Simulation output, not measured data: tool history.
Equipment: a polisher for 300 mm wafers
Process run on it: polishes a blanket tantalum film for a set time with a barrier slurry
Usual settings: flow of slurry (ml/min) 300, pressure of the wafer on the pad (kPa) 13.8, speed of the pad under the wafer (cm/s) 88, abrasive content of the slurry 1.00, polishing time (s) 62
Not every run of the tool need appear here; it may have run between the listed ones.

| run | hour | flow of slurry (ml/min) | pressure of the wafer on the pad (kPa) | speed of the pad under the wafer (cm/s) | abrasive content of the slurry | polishing time (s) | incoming thickness of the incoming film, nm | film removed (Å) |
|---|---|---|---|---|---|---|---|---|
| 1 | 0.0 | 300 | 13.8 | 88 | 1.00 | 51 | 260.7 | 829 |
| 2 | 42.6 | 300 | 13.8 | 88 | 1.00 | 69 | 260.5 | 1103 |
| 3 | 93.7 | 300 | 13.8 | 88 | 1.00 | 62 | 261.5 | 973 |
|  | 101.9 | worn pad replaced by a new one |
| 4 | 194.8 | 300 | 13.8 | 88 | 1.00 | 62 | 256.0 | 995 |
|  | 295.8 | slurry blender recalibrated |
| 5 | 428.3 | 240 | 11.0 | 88 | 1.00 | 62 | 260.0 | 845 |
|  | 489.3 | head pressure recalibrated |
| 6 | 514.8 | 300 | 13.8 | 88 | 1.00 | 62 | 256.9 | 974 |
| 7 | 568.2 | 300 | 13.8 | 88 | 1.00 | 62 | 263.1 | 978 |
| 8 | 616.7 | 300 | 10.3 | 88 | 1.20 | 62 | 260.7 | 844 |
|  | 634.3 | slurry nozzle cleaned |
| 9 | 686.9 | 300 | 10.3 | 88 | 1.20 | 62 | 261.3 | 851 |
| 10 | 782.3 | 300 | 13.8 | 88 | 1.00 | 62 | 260.2 | 991 |
|  | 847.0 | worn pad replaced by a new one |
| 11 | 855.0 | 335 | 15.2 | 88 | 0.85 | 81 | 264.5 | 1339 |
| 12 | 918.4 | 300 | 13.8 | 88 | 1.00 | 62 | 260.9 | 993 |
|  | 940.8 | slurry blender recalibrated |
| 13 | 994.8 | 350 | 13.8 | 88 | 1.00 | 62 | 255.4 | 998 |
| 14 | 1068.1 | 300 | 13.8 | 88 | 1.00 | 62 | 265.4 | 979 |
| 15 | 1173.9 | 300 | 13.8 | 88 | 0.80 | 72 | 262.3 | 1062 |
|  | 1296.9 | slurry nozzle cleaned |
|  | 1318.1 | head pressure recalibrated |
| 16 | 1358.2 | 390 | 9.7 | 88 | 1.00 | 62 | 266.0 | 772 |
| 17 | 1454.5 | 300 | 13.8 | 88 | 1.00 | 62 | 261.0 | 976 |
| 18 | 1496.1 | 300 | 13.8 | 88 | 1.00 | 62 | 258.0 | 982 |
|  | 1507.2 | worn pad replaced by a new one |
| 19 | 1561.5 | 300 | 13.8 | 100 | 0.70 | 62 | 258.1 | 990 |
|  | 1587.4 | slurry blender recalibrated |
| 20 | 1879.0 | 300 | 13.8 | 88 | 1.00 | 62 | 263.8 | 988 |
| 21 | 1974.5 | 325 | 13.8 | 108 | 0.75 | 62 | 259.1 | 1092 |
| 22 | 2018.5 | 300 | 13.8 | 118 | 1.00 | 62 | 264.1 | 1326 |
| 23 | 2055.6 | 240 | 17.2 | 88 | 1.00 | 62 | 261.4 | 1117 |
|  | 2091.0 | slurry nozzle cleaned |
| 24 | 2108.3 | 300 | 13.8 | 98 | 0.80 | 80 | 260.7 | 1315 |
|  | 2137.5 | head pressure recalibrated |
|  | 2141.2 | worn pad replaced by a new one |
| 25 | 2165.7 | 260 | 13.8 | 88 | 1.20 | 62 | 261.0 | 1035 |
|  | 2235.9 | slurry blender recalibrated |
| 26 | 2269.3 | 300 | 13.8 | 60 | 0.70 | 62 | 259.1 | 606 |
| 27 | 2351.7 | 205 | 13.8 | 88 | 1.00 | 62 | 257.9 | 952 |
| 28 | 2434.5 | 300 | 13.8 | 88 | 1.00 | 62 | 262.4 | 1002 |
| 29 | 2538.9 | 300 | 16.5 | 114 | 1.00 | 62 | 259.9 | 1461 |
| 30 | 2646.0 | 300 | 13.8 | 88 | 1.00 | 53 | 258.3 | 837 |
| 31 | 2719.6 | 300 | 13.8 | 88 | 1.00 | 62 | 261.4 | 995 |

What the log doesn't show, run by run:
removal rate lost through wear of the pad, %: 0 at every run
slurry flow missing at the pad, %: 0 at every run
deviation of the head's pressure from its setpoint, %: 0 at every run
abrasive missing from the slurry, %: 0 at every run

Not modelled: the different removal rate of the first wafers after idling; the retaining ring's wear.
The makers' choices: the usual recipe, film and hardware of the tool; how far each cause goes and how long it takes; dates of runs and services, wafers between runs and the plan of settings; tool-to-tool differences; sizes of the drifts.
